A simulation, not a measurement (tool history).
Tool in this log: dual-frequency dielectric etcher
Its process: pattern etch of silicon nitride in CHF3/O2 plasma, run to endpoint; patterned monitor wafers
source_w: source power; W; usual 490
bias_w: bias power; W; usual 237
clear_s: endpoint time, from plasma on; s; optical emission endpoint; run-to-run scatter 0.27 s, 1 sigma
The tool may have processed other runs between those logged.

run,hour,source_w,bias_w,wafers since the last listed run,hours since the last wet clean,hours since the last source power generator calibration,hours since the last bias power generator calibration,hours since the last upper electrode change,"incoming incoming film thickness, nm",clear_s
1,0,460,237,0,296.6,2946.4,3128.1,2098,64.9,48.6
2,15.3,460,237,198,311.9,2961.7,3143.4,2113.3,65.2,48.8
3,34.9,490,237,254,331.5,2981.3,3163,2132.9,64.3,47
4,54.7,490,237,256,351.3,3001.1,3182.8,2152.7,64.4,46.9
5,77.9,490,237,301,374.5,3024.3,3206,2175.9,65.2,47.2
6,90.5,490,237,163,387.1,3036.9,3218.6,2188.5,64.6,46.6
# hour 107.8: source power generator calibrated
# hour 123.4: wet clean of the chamber
# hour 128.9: bias power generator calibrated
# hour 142.4: upper electrode replaced
7,142.9,490,237,199,19.5,35.1,14,0.5,64.7,48.8
8,147.3,440,290,57,23.9,39.5,18.4,4.9,64.2,49.1
9,189.9,490,264,552,66.5,82.1,61,47.5,64.8,48
10,218.3,600,198,368,94.9,110.5,89.4,75.9,65.1,46.9
11,243.1,490,237,321,119.7,135.3,114.2,100.7,64.9,48.6

Run 12 comes next. What will it give?
12,271,490,287,362,147.6,163.2,142.1,128.6,64.7,?

clear_s: 46.8 s
With the hidden condition absent and the run-to-run variation left alone, this run would have shown clear_s 47.3 s.
